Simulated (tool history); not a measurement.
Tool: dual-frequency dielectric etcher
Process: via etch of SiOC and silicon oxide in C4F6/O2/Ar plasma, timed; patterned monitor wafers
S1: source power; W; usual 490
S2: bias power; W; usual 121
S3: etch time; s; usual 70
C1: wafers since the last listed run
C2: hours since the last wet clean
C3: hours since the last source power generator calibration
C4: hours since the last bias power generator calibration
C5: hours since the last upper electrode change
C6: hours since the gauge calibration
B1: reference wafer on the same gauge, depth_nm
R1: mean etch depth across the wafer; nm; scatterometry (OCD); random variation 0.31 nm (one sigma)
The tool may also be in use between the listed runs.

| run | day | S1 | S2 | S3 | C1 | C2 | C3 | C4 | C5 | C6 | B1 | R1 |
|---|---|---|---|---|---|---|---|---|---|---|---|---|
| 1 | 0 | 490 | 121 | 70 | 0 | 337 | 4087 | 2248.4 | 2896.4 | 25.1 | 83.6 | 84.6 |
| 2 | 0.275 | 490 | 121 | 70 | 79 | 343.6 | 4093.6 | 2255 | 2903 | 31.7 | 83.5 | 84.4 |
| 3 | 0.912 | 490 | 121 | 70 | 183 | 358.9 | 4108.9 | 2270.3 | 2918.3 | 47 | 83.6 | 84.6 |
| 4 | 1.321 | 490 | 121 | 70 | 117 | 368.7 | 4118.7 | 2280.1 | 2928.1 | 56.8 | 83.6 | 84.8 |
| 5 | 2.042 | 490 | 121 | 70 | 207 | 386 | 4136 | 2297.4 | 2945.4 | 74.1 | 83.6 | 84.9 |
| 6 | 2.708 | 490 | 121 | 70 | 192 | 402 | 4152 | 2313.4 | 2961.4 | 90.1 | 83.5 | 84.8 |
|  | 3.85 | upper electrode replaced |
| 7 | 3.871 | 490 | 121 | 70 | 46 | 429.9 | 4179.9 | 2341.3 | 0.5 | 118 | 83.6 | 85.2 |
| 8 | 3.883 | 490 | 121 | 70 | 3 | 430.2 | 4180.2 | 2341.6 | 0.8 | 118.3 | 83.6 | 85.1 |
| 9 | 3.9 | 490 | 121 | 70 | 4 | 430.6 | 4180.6 | 2342 | 1.2 | 118.7 | 83.6 | 85.6 |
| 10 | 3.912 | 490 | 121 | 70 | 3 | 430.9 | 4180.9 | 2342.3 | 1.5 | 119 | 83.5 | 85.3 |
| 11 | 4.608 | 490 | 98 | 70 | 200 | 447.6 | 4197.6 | 2359 | 18.2 | 135.7 | 83.5 | 81.6 |
| 12 | 4.929 | 490 | 98 | 70 | 92 | 455.3 | 4205.3 | 2366.7 | 25.9 | 143.4 | 83.6 | 81.6 |
| 13 | 5.346 | 370 | 121 | 79.5 | 120 | 465.3 | 4215.3 | 2376.7 | 35.9 | 153.4 | 83.7 | 88.5 |
|  | 6.517 | wet clean of the chamber |
| 14 | 6.538 | 490 | 121 | 70 | 55 | 0.5 | 4243.9 | 2405.3 | 64.5 | 182 | 83.6 | 81.8 |
| 15 | 6.667 | 430 | 112 | 70 | 37 | 3.6 | 4247 | 2408.4 | 67.6 | 185.1 | 83.6 | 77.5 |
|  | 6.875 | gauge calibrated |
| 16 | 7.175 | 420 | 133 | 82 | 146 | 15.8 | 4259.2 | 2420.6 | 79.8 | 7.2 | 83.6 | 93 |
| 17 | 7.642 | 420 | 103 | 70 | 134 | 27 | 4270.4 | 2431.8 | 91 | 18.4 | 83.6 | 75.3 |
|  | 7.925 | source power generator calibrated |
| 18 | 8.354 | 520 | 121 | 70 | 157 | 44.1 | 10.3 | 2448.9 | 108.1 | 35.5 | 83.6 | 83.8 |
| 19 | 8.692 | 490 | 103 | 87 | 97 | 52.2 | 18.4 | 2457 | 116.2 | 43.6 | 83.4 | 98.7 |
|  | 9.183 | bias power generator calibrated |
| 20 | 9.358 | 490 | 121 | 70 | 144 | 68.2 | 34.4 | 4.2 | 132.2 | 59.6 | 83.6 | 82.5 |
| 21 | 9.617 | 490 | 121 | 70 | 74 | 74.4 | 40.6 | 10.4 | 138.4 | 65.8 | 83.5 | 82.6 |
| 22 | 10.242 | 490 | 133 | 70 | 180 | 89.4 | 55.6 | 25.4 | 153.4 | 80.8 | 83.6 | 84.2 |
| 23 | 10.838 | 410 | 121 | 89 | 171 | 103.7 | 69.9 | 39.7 | 167.7 | 95.1 | 83.7 | 98.8 |
| 24 | 11.212 | 490 | 108 | 52.5 | 108 | 112.7 | 78.9 | 48.7 | 176.7 | 104.1 | 83.5 | 60.6 |
| 25 | 11.542 | 490 | 121 | 70 | 94 | 120.6 | 86.8 | 56.6 | 184.6 | 112 | 83.6 | 83.3 |

Forecast each of these 5 alternatives for the next run:
| A | 11.558 | 490 | 121 | 70 | 4 | 121 | 87.2 | 57 | 185 | 112.4 | ? | ? |
| B | 11.558 | 490 | 103 | 70 | 4 | 121 | 87.2 | 57 | 185 | 112.4 | ? | ? |
| C | 11.558 | 490 | 131 | 52.5 | 4 | 121 | 87.2 | 57 | 185 | 112.4 | ? | ? |
| D | 11.558 | 610 | 121 | 70 | 4 | 121 | 87.2 | 57 | 185 | 112.4 | ? | ? |
| E | 11.558 | 550 | 150 | 84.5 | 4 | 121 | 87.2 | 57 | 185 | 112.4 | ? | ? |

| run | B1 | R1 |
|---|---|---|
| A | 83.7 | 83.6 |
| B | 83.7 | 80.9 |
| C | 83.7 | 63.8 |
| D | 83.7 | 90.3 |
| E | 83.7 | 110.1 |
Without the tool's hidden state the same runs would have given:
| run | R1 |
|---|---|
| A | 82.3 |
| B | 79.7 |
| C | 62.8 |
| D | 88.9 |
| E | 108.5 |
